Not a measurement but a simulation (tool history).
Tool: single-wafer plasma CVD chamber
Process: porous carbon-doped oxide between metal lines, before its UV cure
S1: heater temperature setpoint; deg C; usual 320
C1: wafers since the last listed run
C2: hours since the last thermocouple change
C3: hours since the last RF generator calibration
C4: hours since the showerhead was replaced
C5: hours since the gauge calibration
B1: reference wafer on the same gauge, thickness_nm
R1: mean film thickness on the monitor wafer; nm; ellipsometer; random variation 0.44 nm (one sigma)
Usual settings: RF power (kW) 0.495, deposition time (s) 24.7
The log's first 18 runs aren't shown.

Run 19, hour 1834.0: usual settings but deposition time (s) 22.8; C1 4693; C2 2440.0; C3 1713.5; C4 645.0; C5 974.0; B1 113.005. Result: R1 102.703 nm.
At hour 1858.5: thermocouple changed; heater temperature recalibrated.
Run 20, hour 1914.0: usual settings but S1 312 deg C, RF power (kW) 0.580, deposition time (s) 22.3; C1 1101; C2 55.5; C3 1793.5; C4 725.0; C5 1054.0; B1 112.949. Result: R1 122.183 nm.
Run 21, hour 2004.1: usual settings; C1 1378; C2 145.6; C3 1883.6; C4 815.1; C5 1144.1; B1 112.970. Result: R1 115.376 nm.
Run 22, hour 2075.7: usual settings but S1 307 deg C, deposition time (s) 23.1; C1 1095; C2 217.2; C3 1955.2; C4 886.7; C5 1215.7; B1 112.936. Result: R1 115.678 nm.
Run 23, hour 2138.8: usual settings but S1 307 deg C, RF power (kW) 0.465, deposition time (s) 26.3; C1 965; C2 280.3; C3 2018.3; C4 949.8; C5 1278.8; B1 113.002. Result: R1 123.586 nm.
At hour 2163.5: RF generator calibrated.
Run 24, hour 2181.1: usual settings but S1 306 deg C, deposition time (s) 29.0; C1 524; C2 322.6; C3 17.6; C4 992.1; C5 1321.1; B1 112.985. Result: R1 150.375 nm.
Run 25, hour 2239.0: usual settings but deposition time (s) 26.6; C1 885; C2 380.5; C3 75.5; C4 1050.0; C5 1379.0; B1 113.088. Result: R1 128.841 nm.
Run 26, hour 2288.6: usual settings but S1 333 deg C, deposition time (s) 28.0; C1 758; C2 430.1; C3 125.1; C4 1099.6; C5 1428.6; B1 113.002. Result: R1 126.810 nm.
Run 27, hour 2449.8: usual settings but RF power (kW) 0.540; C1 2466; C2 591.3; C3 286.3; C4 1260.8; C5 1589.8; B1 112.960. Result: R1 126.392 nm.
Run 28, hour 2555.1: usual settings but S1 331 deg C, RF power (kW) 0.460, deposition time (s) 21.4; C1 1611; C2 696.6; C3 391.6; C4 1366.1; C5 1695.1; B1 113.013. Result: R1 92.031 nm.
Run 29, hour 2645.9: usual settings but S1 305 deg C, RF power (kW) 0.570, deposition time (s) 21.3; C1 1389; C2 787.4; C3 482.4; C4 1456.9; C5 1785.9; B1 112.949. Result: R1 121.970 nm.
Run 30, hour 2735.9: usual settings but S1 312 deg C, RF power (kW) 0.580, deposition time (s) 22.3; C1 1376; C2 877.4; C3 572.4; C4 1546.9; C5 1875.9; B1 113.032. Result: R1 124.321 nm.
Run 31, hour 2796.6: usual settings; C1 928; C2 938.1; C3 633.1; C4 1607.6; C5 1936.6; B1 112.933. Result: R1 116.673 nm.
Run 32, hour 2869.9: usual settings but S1 327 deg C, RF power (kW) 0.580; C1 1121; C2 1011.4; C3 706.4; C4 1680.9; C5 2009.9; B1 112.905. Result: R1 125.513 nm.
Run 33, hour 2952.4: usual settings but S1 333 deg C, RF power (kW) 0.395, deposition time (s) 28.2; C1 1262; C2 1093.9; C3 788.9; C4 1763.4; C5 2092.4; B1 112.946. Result: R1 102.093 nm.
Run 34, hour 3017.1: usual settings but S1 331 deg C, RF power (kW) 0.540, deposition time (s) 26.3; C1 989; C2 1158.6; C3 853.6; C4 1828.1; C5 2157.1; B1 113.036. Result: R1 124.134 nm.

Forecast each of these 4 alternatives for the next run:
Run A, hour 3017.5: usual settings; C1 6; C2 1159.0; C3 854.0; C4 1828.5; C5 2157.5; B1 ?. Result: R1 ?.
Run B, hour 3017.5: usual settings but S1 307 deg C; C1 6; C2 1159.0; C3 854.0; C4 1828.5; C5 2157.5; B1 ?. Result: R1 ?.
Run C, hour 3017.5: usual settings but deposition time (s) 22.3; C1 6; C2 1159.0; C3 854.0; C4 1828.5; C5 2157.5; B1 ?. Result: R1 ?.
Run D, hour 3017.5: usual settings but S1 312 deg C, RF power (kW) 0.435; C1 6; C2 1159.0; C3 854.0; C4 1828.5; C5 2157.5; B1 ?. Result: R1 ?.

run       B1       R1
  A  112.990  115.082
  B  112.990  123.170
  C  112.990  104.255
  D  112.990  107.469
Without the tool's hidden state the same runs would have given:
run       R1
  A  120.290
  B  128.824
  C  108.974
  D  113.015
